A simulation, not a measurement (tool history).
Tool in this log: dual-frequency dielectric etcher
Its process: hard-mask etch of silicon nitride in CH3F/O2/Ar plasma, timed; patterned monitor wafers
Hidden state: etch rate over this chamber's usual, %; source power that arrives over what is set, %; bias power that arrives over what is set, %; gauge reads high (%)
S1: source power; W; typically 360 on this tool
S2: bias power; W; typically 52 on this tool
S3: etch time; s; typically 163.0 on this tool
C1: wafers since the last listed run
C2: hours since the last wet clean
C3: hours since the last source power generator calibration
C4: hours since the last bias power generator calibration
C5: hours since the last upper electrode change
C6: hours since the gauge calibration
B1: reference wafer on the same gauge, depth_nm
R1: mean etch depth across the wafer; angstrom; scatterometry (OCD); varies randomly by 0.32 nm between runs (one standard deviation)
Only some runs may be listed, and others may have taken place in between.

| run | hour | S1 | S2 | S3 | C1 | C2 | C3 | C4 | C5 | C6 | B1 | R1 |
|---|---|---|---|---|---|---|---|---|---|---|---|---|
| 1 | 0.0 | 360 | 52 | 163.0 | 0 | 457.9 | 1847.5 | 4172.7 | 5212.7 | 648.1 | 102.1 | 1084 |
| 2 | 27.9 | 360 | 52 | 163.0 | 182 | 485.8 | 1875.4 | 4200.6 | 5240.6 | 676.0 | 102.0 | 1085 |
| 3 | 55.2 | 360 | 52 | 163.0 | 178 | 513.1 | 1902.7 | 4227.9 | 5267.9 | 703.3 | 102.0 | 1082 |
| 4 | 88.4 | 360 | 52 | 163.0 | 216 | 546.3 | 1935.9 | 4261.1 | 5301.1 | 736.5 | 102.0 | 1087 |
|  | 109.4 | gauge calibrated |
|  | 117.4 | wet clean of the chamber |
| 5 | 123.5 | 360 | 52 | 163.0 | 72 | 6.1 | 1971.0 | 4296.2 | 5336.2 | 14.1 | 102.0 | 1066 |
| 6 | 148.0 | 360 | 52 | 163.0 | 159 | 30.6 | 1995.5 | 4320.7 | 5360.7 | 38.6 | 102.0 | 1066 |
|  | 181.5 | bias power generator calibrated |
| 7 | 182.0 | 340 | 52 | 163.0 | 195 | 64.6 | 2029.5 | 0.5 | 5394.7 | 72.6 | 102.0 | 1053 |
| 8 | 203.4 | 340 | 52 | 163.0 | 139 | 86.0 | 2050.9 | 21.9 | 5416.1 | 94.0 | 102.0 | 1052 |
| 9 | 221.4 | 340 | 52 | 163.0 | 117 | 104.0 | 2068.9 | 39.9 | 5434.1 | 112.0 | 102.1 | 1053 |
| 10 | 242.3 | 360 | 52 | 163.0 | 136 | 124.9 | 2089.8 | 60.8 | 5455.0 | 132.9 | 102.0 | 1072 |
| 11 | 268.4 | 310 | 43 | 139.5 | 170 | 151.0 | 2115.9 | 86.9 | 5481.1 | 159.0 | 102.1 | 793 |
| 12 | 282.7 | 400 | 43 | 141.5 | 93 | 165.3 | 2130.2 | 101.2 | 5495.4 | 173.3 | 102.0 | 872 |
| 13 | 302.3 | 360 | 52 | 163.0 | 127 | 184.9 | 2149.8 | 120.8 | 5515.0 | 192.9 | 102.0 | 1078 |
| 14 | 331.6 | 360 | 52 | 163.0 | 191 | 214.2 | 2179.1 | 150.1 | 5544.3 | 222.2 | 102.0 | 1078 |
| 15 | 352.7 | 410 | 44 | 163.0 | 137 | 235.3 | 2200.2 | 171.2 | 5565.4 | 243.3 | 102.0 | 1026 |
|  | 361.6 | source power generator calibrated |
| 16 | 367.3 | 360 | 56 | 163.0 | 69 | 249.9 | 5.7 | 185.8 | 5580.0 | 257.9 | 102.0 | 1120 |
| 17 | 387.0 | 410 | 45 | 124.0 | 128 | 269.6 | 25.4 | 205.5 | 5599.7 | 277.6 | 102.0 | 796 |
|  | 424.0 | upper electrode replaced, of another model than before |
| 18 | 424.5 | 290 | 52 | 184.5 | 88 | 307.1 | 62.9 | 243.0 | 0.5 | 315.1 | 102.0 | 1178 |
| 19 | 434.5 | 330 | 49 | 206.0 | 65 | 317.1 | 72.9 | 253.0 | 10.5 | 325.1 | 101.9 | 1283 |
| 20 | 449.1 | 410 | 52 | 128.5 | 95 | 331.7 | 87.5 | 267.6 | 25.1 | 339.7 | 102.0 | 874 |
| 21 | 468.3 | 290 | 39 | 122.0 | 125 | 350.9 | 106.7 | 286.8 | 44.3 | 358.9 | 102.0 | 614 |
| 22 | 494.6 | 360 | 55 | 163.0 | 171 | 377.2 | 133.0 | 313.1 | 70.6 | 385.2 | 102.0 | 1121 |
| 23 | 524.2 | 410 | 52 | 136.5 | 193 | 406.8 | 162.6 | 342.7 | 100.2 | 414.8 | 102.0 | 932 |
| 24 | 557.9 | 360 | 61 | 201.5 | 219 | 440.5 | 196.3 | 376.4 | 133.9 | 448.5 | 102.0 | 1503 |
| 25 | 584.5 | 440 | 63 | 201.5 | 173 | 467.1 | 222.9 | 403.0 | 160.5 | 475.1 | 102.0 | 1590 |
| 26 | 610.6 | 310 | 58 | 188.0 | 170 | 493.2 | 249.0 | 429.1 | 186.6 | 501.2 | 102.0 | 1317 |
| 27 | 632.6 | 280 | 56 | 163.0 | 143 | 515.2 | 271.0 | 451.1 | 208.6 | 523.2 | 102.0 | 1096 |
|  | 660.0 | wet clean of the chamber |
| 28 | 661.9 | 360 | 52 | 163.0 | 34 | 1.9 | 300.3 | 480.4 | 237.9 | 552.5 | 102.0 | 1065 |
| 29 | 678.2 | 340 | 52 | 163.0 | 106 | 18.2 | 316.6 | 496.7 | 254.2 | 568.8 | 102.0 | 1053 |

5 ways to go on from here, each from the tool as it stands after run 29. What would each give?
| A | 678.7 | 360 | 52 | 163.0 | 3 | 18.7 | 317.1 | 497.2 | 254.7 | 569.3 | ? | ? |
| B | 678.7 | 270 | 61 | 143.0 | 3 | 18.7 | 317.1 | 497.2 | 254.7 | 569.3 | ? | ? |
| C | 678.7 | 360 | 52 | 199.5 | 3 | 18.7 | 317.1 | 497.2 | 254.7 | 569.3 | ? | ? |
| D | 678.7 | 280 | 52 | 149.0 | 3 | 18.7 | 317.1 | 497.2 | 254.7 | 569.3 | ? | ? |
| E | 678.7 | 300 | 40 | 163.0 | 3 | 18.7 | 317.1 | 497.2 | 254.7 | 569.3 | ? | ? |

| run | B1 | R1 |
|---|---|---|
| A | 102.0 | 1068 |
| B | 102.0 | 999 |
| C | 102.0 | 1308 |
| D | 102.0 | 935 |
| E | 102.0 | 833 |
With the hidden condition removed and each run's random variation left untouched, the same runs would have given:
| run | R1 |
|---|---|
| A | 1068 |
| B | 998 |
| C | 1307 |
| D | 935 |
| E | 832 |
